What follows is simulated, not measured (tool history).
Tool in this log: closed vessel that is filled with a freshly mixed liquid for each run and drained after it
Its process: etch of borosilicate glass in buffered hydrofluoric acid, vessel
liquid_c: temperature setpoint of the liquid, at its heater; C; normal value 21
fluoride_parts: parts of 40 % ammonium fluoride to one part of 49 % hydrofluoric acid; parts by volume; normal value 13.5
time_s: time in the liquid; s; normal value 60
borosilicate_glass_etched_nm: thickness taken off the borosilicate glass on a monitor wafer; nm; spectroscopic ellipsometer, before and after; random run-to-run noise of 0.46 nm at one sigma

| run | hour | liquid_c | fluoride_parts | time_s | read-back film thickness of the borosilicate glass reference wafer, read on the same gauge (nm) | borosilicate_glass_etched_nm |
|---|---|---|---|---|---|---|
| 1 | 0 | 21 | 13.5 | 60 | 50.02 | 53.07 |
| 2 | 19.1 | 21 | 13.5 | 60 | 49.96 | 52.49 |
| 3 | 53.1 | 21 | 13.5 | 60 | 49.93 | 52.68 |
| 4 | 86.3 | 21 | 13.5 | 60 | 50 | 53.13 |
| 5 | 128.4 | 21 | 16 | 60 | 50 | 45.21 |
| 6 | 148 | 21 | 16 | 60 | 50.03 | 45.93 |
| 7 | 172.9 | 25 | 13.5 | 60 | 50.02 | 66.25 |
|  | 181.3 | gauge calibrated |
| 8 | 195.2 | 25 | 13.5 | 60 | 50 | 68.09 |
| 9 | 213.5 | 25 | 13.5 | 60 | 49.96 | 68.57 |
| 10 | 244.3 | 22 | 13.5 | 60 | 50.03 | 58.25 |
| 11 | 264.9 | 26 | 18 | 80 | 49.99 | 73.32 |
| 12 | 294 | 21 | 13.5 | 60 | 49.95 | 56.23 |
| 13 | 320.4 | 17 | 13.5 | 40 | 49.99 | 29.93 |
| 14 | 334.8 | 17 | 15.5 | 70 | 49.99 | 45.85 |
|  | 350.2 | thermometer replaced |
|  | 353.5 | hydrofluoric acid flow meter replaced |
| 15 | 359 | 21 | 13.5 | 60 | 49.98 | 49 |
| 16 | 391 | 24 | 13.5 | 70 | 50 | 68.2 |
| 17 | 426.7 | 21 | 17 | 70 | 50.06 | 46.79 |
| 18 | 461.3 | 21 | 13.5 | 50 | 50.03 | 41.77 |
| 19 | 491.6 | 21 | 13.5 | 35 | 49.99 | 29.36 |
| 20 | 507.2 | 21 | 18.5 | 60 | 50.01 | 36.94 |

Exercise: give the hidden state of the tool at every run:
liquid hotter than its thermometer reads (K): 0 in every run
gauge reads high (%): 0 in every run
H1: hydrofluoric acid flow above the setpoint (%)
| run | H1 |
|---|---|
| 1 | 7.28 |
| 2 | 7.75 |
| 3 | 8.59 |
| 4 | 9.41 |
| 5 | 10.4 |
| 6 | 10.9 |
| 7 | 11.5 |
| 8 | 12.1 |
| 9 | 12.5 |
| 10 | 13.3 |
| 11 | 13.8 |
| 12 | 14.5 |
| 13 | 15.2 |
| 14 | 15.5 |
| 15 | 0.631 |
| 16 | 1.42 |
| 17 | 2.3 |
| 18 | 3.15 |
| 19 | 3.9 |
| 20 | 4.28 |
